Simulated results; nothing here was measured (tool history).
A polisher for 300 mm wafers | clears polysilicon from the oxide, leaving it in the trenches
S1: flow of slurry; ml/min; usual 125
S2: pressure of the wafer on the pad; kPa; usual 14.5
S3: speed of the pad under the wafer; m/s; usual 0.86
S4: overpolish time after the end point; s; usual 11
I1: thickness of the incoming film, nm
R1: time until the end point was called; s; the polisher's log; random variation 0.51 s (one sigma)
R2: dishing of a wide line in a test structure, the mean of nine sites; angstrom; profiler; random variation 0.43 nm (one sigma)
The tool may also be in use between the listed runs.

{"run": 1, "hour": 0.0, "S1": 160, "S2": 14.5, "S3": 0.86, "S4": 11, "I1": 549, "R1": 56.9, "R2": 391}
{"hour": 78.9, "done": "worn pad replaced by a new one"}
{"run": 2, "hour": 80.2, "S1": 160, "S2": 14.5, "S3": 0.86, "S4": 11, "I1": 551.3, "R1": 57.3, "R2": 385}
{"run": 3, "hour": 170.5, "S1": 125, "S2": 14.5, "S3": 0.86, "S4": 6, "I1": 550.9, "R1": 62.8, "R2": 305}
{"run": 4, "hour": 215.1, "S1": 125, "S2": 14.5, "S3": 0.86, "S4": 11, "I1": 552.8, "R1": 62.8, "R2": 384}
{"run": 5, "hour": 281.3, "S1": 125, "S2": 14.5, "S3": 1.06, "S4": 11, "I1": 546.7, "R1": 53.1, "R2": 390}
{"run": 6, "hour": 375.6, "S1": 125, "S2": 14.5, "S3": 1.06, "S4": 11, "I1": 557.7, "R1": 56.3, "R2": 394}
{"run": 7, "hour": 469.9, "S1": 125, "S2": 14.5, "S3": 1.06, "S4": 11, "I1": 555.6, "R1": 60.4, "R2": 386}
{"hour": 487.8, "done": "slurry nozzle cleaned"}
{"hour": 553.4, "done": "worn pad replaced by a new one"}
{"run": 8, "hour": 553.9, "S1": 125, "S2": 14.5, "S3": 0.86, "S4": 11, "I1": 562.6, "R1": 62.4, "R2": 378}
{"run": 9, "hour": 657.8, "S1": 125, "S2": 14.5, "S3": 0.86, "S4": 11, "I1": 552.2, "R1": 60.4, "R2": 390}
{"hour": 667.8, "done": "head pressure recalibrated"}
{"run": 10, "hour": 734.3, "S1": 125, "S2": 14.5, "S3": 0.86, "S4": 11, "I1": 553.6, "R1": 61.6, "R2": 379}
{"run": 11, "hour": 829.8, "S1": 155, "S2": 14.5, "S3": 0.86, "S4": 11, "I1": 546.3, "R1": 59.1, "R2": 388}
{"run": 12, "hour": 882.5, "S1": 155, "S2": 14.5, "S3": 0.86, "S4": 11, "I1": 549.9, "R1": 60.1, "R2": 386}
{"run": 13, "hour": 990.3, "S1": 155, "S2": 14.5, "S3": 0.86, "S4": 11, "I1": 542.9, "R1": 62.1, "R2": 384}
{"run": 14, "hour": 1045.6, "S1": 125, "S2": 15.2, "S3": 0.86, "S4": 7, "I1": 554.5, "R1": 65.1, "R2": 316}
{"hour": 1056.7, "done": "worn pad replaced by a new one"}
{"hour": 1106.8, "done": "slurry nozzle cleaned"}
{"run": 15, "hour": 1137.8, "S1": 125, "S2": 13.1, "S3": 0.64, "S4": 13, "I1": 538.7, "R1": 77.8, "R2": 370}
{"run": 16, "hour": 1212.1, "S1": 110, "S2": 13.1, "S3": 1, "S4": 9, "I1": 551.3, "R1": 61.1, "R2": 364}
{"run": 17, "hour": 1250.3, "S1": 125, "S2": 13.1, "S3": 0.86, "S4": 11, "I1": 546.9, "R1": 65.8, "R2": 372}
{"run": 18, "hour": 1296.7, "S1": 170, "S2": 15.9, "S3": 1.04, "S4": 11, "I1": 546.3, "R1": 46.4, "R2": 404}
{"run": 19, "hour": 1365.8, "S1": 105, "S2": 16.5, "S3": 0.78, "S4": 8, "I1": 551.1, "R1": 62.2, "R2": 348}
{"run": 20, "hour": 1445.4, "S1": 125, "S2": 18.6, "S3": 0.86, "S4": 11, "I1": 550, "R1": 49.6, "R2": 390}
{"run": 21, "hour": 1493.3, "S1": 165, "S2": 14.5, "S3": 0.62, "S4": 4, "I1": 538.9, "R1": 72.4, "R2": 205}
{"run": 22, "hour": 1540.4, "S1": 155, "S2": 14.5, "S3": 0.86, "S4": 11, "I1": 551.3, "R1": 61.1, "R2": 386}
{"run": 23, "hour": 1578.2, "S1": 80, "S2": 11.7, "S3": 0.86, "S4": 11, "I1": 559.3, "R1": 94.3, "R2": 335}
{"hour": 1607.0, "done": "worn pad replaced by a new one"}
{"run": 24, "hour": 1660.4, "S1": 125, "S2": 14.5, "S3": 0.86, "S4": 11, "I1": 558.3, "R1": 67.9, "R2": 376}
{"hour": 1674.2, "done": "head pressure recalibrated"}
{"run": 25, "hour": 1736.1, "S1": 125, "S2": 17.2, "S3": 1.06, "S4": 6, "I1": 549.3, "R1": 51.8, "R2": 327}
{"hour": 1762.5, "done": "slurry nozzle cleaned"}
{"run": 26, "hour": 1836.9, "S1": 150, "S2": 11, "S3": 0.86, "S4": 14, "I1": 550.6, "R1": 73.5, "R2": 392}
{"run": 27, "hour": 1946.7, "S1": 125, "S2": 17.9, "S3": 0.86, "S4": 5, "I1": 550.2, "R1": 50.6, "R2": 301}
{"run": 28, "hour": 1995.8, "S1": 125, "S2": 14.5, "S3": 1.16, "S4": 11, "I1": 549.2, "R1": 48.7, "R2": 404}
{"run": 29, "hour": 2032.0, "S1": 125, "S2": 13.1, "S3": 0.86, "S4": 11, "I1": 548.4, "R1": 67.6, "R2": 373}
{"run": 30, "hour": 2081.1, "S1": 125, "S2": 14.5, "S3": 0.86, "S4": 11, "I1": 546.8, "R1": 61.7, "R2": 378}
{"hour": 2089.6, "done": "worn pad replaced by a new one"}
{"run": 31, "hour": 2143.9, "S1": 85, "S2": 17.2, "S3": 0.86, "S4": 11, "I1": 544, "R1": 60.4, "R2": 383}
{"run": 32, "hour": 2184.3, "S1": 125, "S2": 14.5, "S3": 0.7, "S4": 7, "I1": 539.5, "R1": 72.3, "R2": 298}
{"run": 33, "hour": 2229.4, "S1": 160, "S2": 11, "S3": 0.62, "S4": 17, "I1": 541.7, "R1": 94.8, "R2": 376}

5 ways to go on from here, each from the tool as it stands after run 33. What would each give?
{"run": "A", "hour": 2229.8, "S1": 125, "S2": 14.5, "S3": 0.86, "S4": 16, "I1": 548, "R1": "?", "R2": "?"}
{"run": "B", "hour": 2229.8, "S1": 110, "S2": 14.5, "S3": 0.86, "S4": 6, "I1": 548, "R1": "?", "R2": "?"}
{"run": "C", "hour": 2229.8, "S1": 100, "S2": 14.5, "S3": 0.86, "S4": 11, "I1": 548, "R1": "?", "R2": "?"}
{"run": "D", "hour": 2229.8, "S1": 125, "S2": 14.5, "S3": 0.86, "S4": 15, "I1": 548, "R1": "?", "R2": "?"}
{"run": "E", "hour": 2229.8, "S1": 85, "S2": 14.5, "S3": 0.86, "S4": 18, "I1": 548, "R1": "?", "R2": "?"}

run=A R1=64 R2=414
run=B R1=66.7 R2=291
run=C R1=69 R2=374
run=D R1=64 R2=410
run=E R1=73.7 R2=413
Without the tool's hidden state the same runs would have given:
run=A R1=59.7 R2=418
run=B R1=61.6 R2=304
run=C R1=63.2 R2=384
run=D R1=59.7 R2=415
run=E R1=66.5 R2=419
